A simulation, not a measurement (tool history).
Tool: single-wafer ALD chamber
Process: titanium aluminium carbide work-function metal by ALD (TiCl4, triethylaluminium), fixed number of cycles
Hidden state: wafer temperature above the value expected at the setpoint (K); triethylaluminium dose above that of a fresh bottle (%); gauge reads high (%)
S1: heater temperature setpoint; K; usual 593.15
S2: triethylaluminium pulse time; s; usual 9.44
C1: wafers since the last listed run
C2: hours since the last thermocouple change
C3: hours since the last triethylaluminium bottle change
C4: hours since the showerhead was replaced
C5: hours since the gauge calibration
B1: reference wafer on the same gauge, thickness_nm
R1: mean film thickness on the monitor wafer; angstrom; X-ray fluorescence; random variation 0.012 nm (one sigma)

run	hour	S1	S2	C1	C2	C3	C4	C5	B1	R1
1	0.0	583.15	9.44	0	1866.4	333.5	4812.6	420.7	1.970	21.72
2	107.4	583.15	9.44	1323	1973.8	440.9	4920.0	528.1	1.969	21.62
3	155.8	593.15	9.44	596	2022.2	489.3	4968.4	576.5	1.972	22.96
4	241.6	593.15	9.44	1057	2108.0	575.1	5054.2	662.3	1.968	22.56
5	317.7	593.15	9.44	937	2184.1	651.2	5130.3	738.4	1.967	22.54
6	381.5	593.15	9.44	785	2247.9	715.0	5194.1	802.2	1.969	22.80
7	454.9	603.15	11.62	904	2321.3	788.4	5267.5	875.6	1.972	24.04
8	510.3	603.15	11.62	682	2376.7	843.8	5322.9	931.0	1.969	24.45
# hour 566.4: gauge calibrated
9	612.6	603.15	11.62	1260	2479.0	946.1	5425.2	46.2	1.971	24.15
10	676.4	593.15	12.97	785	2542.8	1009.9	5489.0	110.0	1.970	23.48

Forecast run 11:
# hour 755.6: thermocouple changed; heater temperature recalibrated
# hour 793.9: showerhead replaced
# hour 826.8: triethylaluminium bottle replaced
11	975.0	579.15	9.44	3382	219.4	148.2	181.1	408.6	?	?

{"run 11": {"B1": 1.973, "R1": 21.39}}
Without the tool's hidden state the same run would have given R1 21.48 angstrom.
